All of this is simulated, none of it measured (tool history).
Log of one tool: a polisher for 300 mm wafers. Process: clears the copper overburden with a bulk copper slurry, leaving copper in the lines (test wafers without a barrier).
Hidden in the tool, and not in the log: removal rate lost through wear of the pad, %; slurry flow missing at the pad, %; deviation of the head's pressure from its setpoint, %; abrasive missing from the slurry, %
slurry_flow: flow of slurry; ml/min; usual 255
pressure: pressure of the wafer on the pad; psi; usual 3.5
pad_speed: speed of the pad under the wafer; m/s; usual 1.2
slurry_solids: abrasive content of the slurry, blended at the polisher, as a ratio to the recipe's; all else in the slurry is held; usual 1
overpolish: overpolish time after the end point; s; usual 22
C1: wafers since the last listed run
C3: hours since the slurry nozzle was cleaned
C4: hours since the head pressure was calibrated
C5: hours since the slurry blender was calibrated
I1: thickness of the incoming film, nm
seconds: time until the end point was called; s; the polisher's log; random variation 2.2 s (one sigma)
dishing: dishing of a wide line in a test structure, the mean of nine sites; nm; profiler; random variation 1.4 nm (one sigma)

{"run": 1, "hour": 0.0, "slurry_flow": 255, "pressure": 3.9, "pad_speed": 1.2, "slurry_solids": 1, "overpolish": 22, "C1": 0, "wafers polished on this pad": 360, "C3": 76.4, "C4": 704.4, "C5": 257.1, "I1": 1618.3, "seconds": 144.9, "dishing": 117.9}
{"run": 2, "hour": 36.0, "slurry_flow": 255, "pressure": 3.9, "pad_speed": 1.2, "slurry_solids": 1, "overpolish": 22, "C1": 162, "wafers polished on this pad": 523, "C3": 112.4, "C4": 740.4, "C5": 293.1, "I1": 1586, "seconds": 140.3, "dishing": 116.4}
{"run": 3, "hour": 75.3, "slurry_flow": 255, "pressure": 3.5, "pad_speed": 1.2, "slurry_solids": 1, "overpolish": 22, "C1": 177, "wafers polished on this pad": 700, "C3": 151.7, "C4": 779.7, "C5": 332.4, "I1": 1584.9, "seconds": 155.4, "dishing": 112.8}
{"hour": 119.6, "done": "slurry blender recalibrated"}
{"run": 4, "hour": 141.5, "slurry_flow": 255, "pressure": 3.5, "pad_speed": 1.2, "slurry_solids": 1, "overpolish": 22, "C1": 289, "wafers polished on this pad": 990, "C3": 217.9, "C4": 845.9, "C5": 21.9, "I1": 1611.4, "seconds": 167.1, "dishing": 108.2}
{"run": 5, "hour": 172.1, "slurry_flow": 255, "pressure": 3.5, "pad_speed": 1.2, "slurry_solids": 1, "overpolish": 22, "C1": 138, "wafers polished on this pad": 1128, "C3": 248.5, "C4": 876.5, "C5": 52.5, "I1": 1591.6, "seconds": 166.2, "dishing": 106.4}
{"run": 6, "hour": 211.8, "slurry_flow": 255, "pressure": 3.5, "pad_speed": 1.2, "slurry_solids": 1, "overpolish": 22, "C1": 179, "wafers polished on this pad": 1308, "C3": 288.2, "C4": 916.2, "C5": 92.2, "I1": 1613.6, "seconds": 173.5, "dishing": 102.9}
{"hour": 216.0, "done": "worn pad replaced by a new one"}
{"run": 7, "hour": 274.3, "slurry_flow": 255, "pressure": 3.5, "pad_speed": 1.2, "slurry_solids": 1, "overpolish": 22, "C1": 264, "wafers polished on this pad": 263, "C3": 350.7, "C4": 978.7, "C5": 154.7, "I1": 1613.2, "seconds": 158.3, "dishing": 108.9}
{"run": 8, "hour": 301.6, "slurry_flow": 255, "pressure": 3, "pad_speed": 1.2, "slurry_solids": 1, "overpolish": 22, "C1": 123, "wafers polished on this pad": 386, "C3": 378, "C4": 1006, "C5": 182, "I1": 1593.5, "seconds": 180.7, "dishing": 102.2}
{"run": 9, "hour": 344.6, "slurry_flow": 255, "pressure": 3, "pad_speed": 1.2, "slurry_solids": 1, "overpolish": 22, "C1": 194, "wafers polished on this pad": 580, "C3": 421, "C4": 1049, "C5": 225, "I1": 1603.3, "seconds": 178.5, "dishing": 98.1}
{"run": 10, "hour": 389.2, "slurry_flow": 255, "pressure": 3, "pad_speed": 1.2, "slurry_solids": 1, "overpolish": 22, "C1": 201, "wafers polished on this pad": 782, "C3": 465.6, "C4": 1093.6, "C5": 269.6, "I1": 1585.3, "seconds": 179.6, "dishing": 98.9}
{"hour": 395.0, "done": "slurry nozzle cleaned"}
{"hour": 405.5, "done": "slurry blender recalibrated"}
{"run": 11, "hour": 416.2, "slurry_flow": 255, "pressure": 3.5, "pad_speed": 1.2, "slurry_solids": 1, "overpolish": 22, "C1": 108, "wafers polished on this pad": 890, "C3": 21.2, "C4": 1120.6, "C5": 10.7, "I1": 1617.8, "seconds": 158.2, "dishing": 109.6}
{"run": 12, "hour": 477.1, "slurry_flow": 255, "pressure": 2.8, "pad_speed": 0.82, "slurry_solids": 1, "overpolish": 22, "C1": 274, "wafers polished on this pad": 1165, "C3": 82.1, "C4": 1181.5, "C5": 71.6, "I1": 1597.3, "seconds": 243.3, "dishing": 86.5}
{"run": 13, "hour": 515.7, "slurry_flow": 175, "pressure": 3.5, "pad_speed": 1.38, "slurry_solids": 1.15, "overpolish": 16, "C1": 174, "wafers polished on this pad": 1339, "C3": 120.7, "C4": 1220.1, "C5": 110.2, "I1": 1607.1, "seconds": 161.8, "dishing": 91.8}
{"run": 14, "hour": 558.4, "slurry_flow": 300, "pressure": 3.5, "pad_speed": 1.34, "slurry_solids": 1, "overpolish": 22, "C1": 192, "wafers polished on this pad": 1532, "C3": 163.4, "C4": 1262.8, "C5": 152.9, "I1": 1626.8, "seconds": 161.5, "dishing": 109.1}
{"hour": 580.2, "done": "worn pad replaced by a new one"}
{"run": 15, "hour": 620.4, "slurry_flow": 255, "pressure": 2.7, "pad_speed": 1.2, "slurry_solids": 1, "overpolish": 22, "C1": 261, "wafers polished on this pad": 181, "C3": 225.4, "C4": 1324.8, "C5": 214.9, "I1": 1580.1, "seconds": 188.6, "dishing": 96}
{"hour": 658.4, "done": "head pressure recalibrated"}
{"run": 16, "hour": 692.3, "slurry_flow": 255, "pressure": 2.9, "pad_speed": 1.2, "slurry_solids": 1, "overpolish": 30, "C1": 315, "wafers polished on this pad": 497, "C3": 297.3, "C4": 33.9, "C5": 286.8, "I1": 1580.6, "seconds": 184.8, "dishing": 114.5}
{"run": 17, "hour": 747.9, "slurry_flow": 200, "pressure": 3.5, "pad_speed": 0.94, "slurry_solids": 1, "overpolish": 22, "C1": 251, "wafers polished on this pad": 748, "C3": 352.9, "C4": 89.5, "C5": 342.4, "I1": 1582.2, "seconds": 196, "dishing": 97.7}
{"hour": 769.4, "done": "slurry blender recalibrated"}
{"run": 18, "hour": 805.7, "slurry_flow": 225, "pressure": 3.5, "pad_speed": 1.2, "slurry_solids": 1, "overpolish": 22, "C1": 251, "wafers polished on this pad": 1000, "C3": 410.7, "C4": 147.3, "C5": 36.3, "I1": 1619.3, "seconds": 179.8, "dishing": 104.8}
{"run": 19, "hour": 862.8, "slurry_flow": 255, "pressure": 4, "pad_speed": 1.2, "slurry_solids": 1, "overpolish": 18, "C1": 257, "wafers polished on this pad": 1257, "C3": 467.8, "C4": 204.4, "C5": 93.4, "I1": 1613.9, "seconds": 157.5, "dishing": 101.1}
{"hour": 897.5, "done": "slurry nozzle cleaned"}
{"run": 20, "hour": 908.6, "slurry_flow": 175, "pressure": 3, "pad_speed": 0.88, "slurry_solids": 1, "overpolish": 22, "C1": 202, "wafers polished on this pad": 1460, "C3": 11.1, "C4": 250.2, "C5": 139.2, "I1": 1591.1, "seconds": 241.4, "dishing": 84.5}
{"hour": 912.7, "done": "worn pad replaced by a new one"}
{"run": 21, "hour": 960.2, "slurry_flow": 255, "pressure": 3.5, "pad_speed": 1.2, "slurry_solids": 1, "overpolish": 22, "C1": 214, "wafers polished on this pad": 214, "C3": 62.7, "C4": 301.8, "C5": 190.8, "I1": 1597.1, "seconds": 150.2, "dishing": 114.2}
{"run": 22, "hour": 997.6, "slurry_flow": 255, "pressure": 4, "pad_speed": 1.2, "slurry_solids": 1.25, "overpolish": 32, "C1": 168, "wafers polished on this pad": 383, "C3": 100.1, "C4": 339.2, "C5": 228.2, "I1": 1618.1, "seconds": 131.7, "dishing": 136.8}
{"run": 23, "hour": 1050.3, "slurry_flow": 255, "pressure": 3.5, "pad_speed": 1.2, "slurry_solids": 1, "overpolish": 22, "C1": 237, "wafers polished on this pad": 621, "C3": 152.8, "C4": 391.9, "C5": 280.9, "I1": 1603.9, "seconds": 158, "dishing": 111.7}
{"hour": 1091.1, "done": "slurry blender recalibrated"}
{"run": 24, "hour": 1218.3, "slurry_flow": 215, "pressure": 4, "pad_speed": 1.58, "slurry_solids": 1, "overpolish": 12, "C1": 749, "wafers polished on this pad": 1370, "C3": 320.8, "C4": 559.9, "C5": 127.2, "I1": 1603.5, "seconds": 134.5, "dishing": 86.9}
{"hour": 1239.6, "done": "worn pad replaced by a new one"}
{"run": 25, "hour": 1269.8, "slurry_flow": 325, "pressure": 4.4, "pad_speed": 0.84, "slurry_solids": 1.25, "overpolish": 22, "C1": 214, "wafers polished on this pad": 136, "C3": 372.3, "C4": 611.4, "C5": 178.7, "I1": 1580.7, "seconds": 147.6, "dishing": 116.3}
{"run": 26, "hour": 1315.0, "slurry_flow": 255, "pressure": 3.5, "pad_speed": 1.5, "slurry_solids": 1, "overpolish": 15, "C1": 204, "wafers polished on this pad": 340, "C3": 417.5, "C4": 656.6, "C5": 223.9, "I1": 1614.6, "seconds": 139.4, "dishing": 96.7}
{"hour": 1378.4, "done": "slurry blender recalibrated"}
{"run": 27, "hour": 1381.9, "slurry_flow": 255, "pressure": 3.5, "pad_speed": 1.2, "slurry_solids": 1, "overpolish": 22, "C1": 293, "wafers polished on this pad": 633, "C3": 484.4, "C4": 723.5, "C5": 3.5, "I1": 1579, "seconds": 159.5, "dishing": 109}
{"hour": 1390.1, "done": "slurry nozzle cleaned"}
{"run": 28, "hour": 1423.0, "slurry_flow": 300, "pressure": 4.6, "pad_speed": 1.04, "slurry_solids": 1.1, "overpolish": 22, "C1": 181, "wafers polished on this pad": 814, "C3": 32.9, "C4": 764.6, "C5": 44.6, "I1": 1599.2, "seconds": 128.4, "dishing": 123}

Forecast each of these 4 alternatives for the next run:
{"run": "A", "hour": 1423.5, "slurry_flow": 255, "pressure": 3.5, "pad_speed": 1.32, "slurry_solids": 1, "overpolish": 22, "C1": 2, "wafers polished on this pad": 816, "C3": 33.4, "C4": 765.1, "C5": 45.1, "I1": 1592.7, "seconds": "?", "dishing": "?"}
{"run": "B", "hour": 1423.5, "slurry_flow": 290, "pressure": 4.1, "pad_speed": 1.52, "slurry_solids": 0.9, "overpolish": 22, "C1": 2, "wafers polished on this pad": 816, "C3": 33.4, "C4": 765.1, "C5": 45.1, "I1": 1592.7, "seconds": "?", "dishing": "?"}
{"run": "C", "hour": 1423.5, "slurry_flow": 255, "pressure": 4.4, "pad_speed": 1.2, "slurry_solids": 1, "overpolish": 22, "C1": 2, "wafers polished on this pad": 816, "C3": 33.4, "C4": 765.1, "C5": 45.1, "I1": 1592.7, "seconds": "?", "dishing": "?"}
{"run": "D", "hour": 1423.5, "slurry_flow": 335, "pressure": 4.3, "pad_speed": 0.92, "slurry_solids": 1, "overpolish": 22, "C1": 2, "wafers polished on this pad": 816, "C3": 33.4, "C4": 765.1, "C5": 45.1, "I1": 1592.7, "seconds": "?", "dishing": "?"}

run=A seconds=142.8 dishing=114.2
run=B seconds=114.8 dishing=128.4
run=C seconds=125.1 dishing=125.4
run=D seconds=144.3 dishing=117.2
Without the tool's hidden state the same runs would have given:
run=A seconds=134.4 dishing=117.3
run=B seconds=108.1 dishing=131.3
run=C seconds=117.7 dishing=128.7
run=D seconds=136.2 dishing=120.4

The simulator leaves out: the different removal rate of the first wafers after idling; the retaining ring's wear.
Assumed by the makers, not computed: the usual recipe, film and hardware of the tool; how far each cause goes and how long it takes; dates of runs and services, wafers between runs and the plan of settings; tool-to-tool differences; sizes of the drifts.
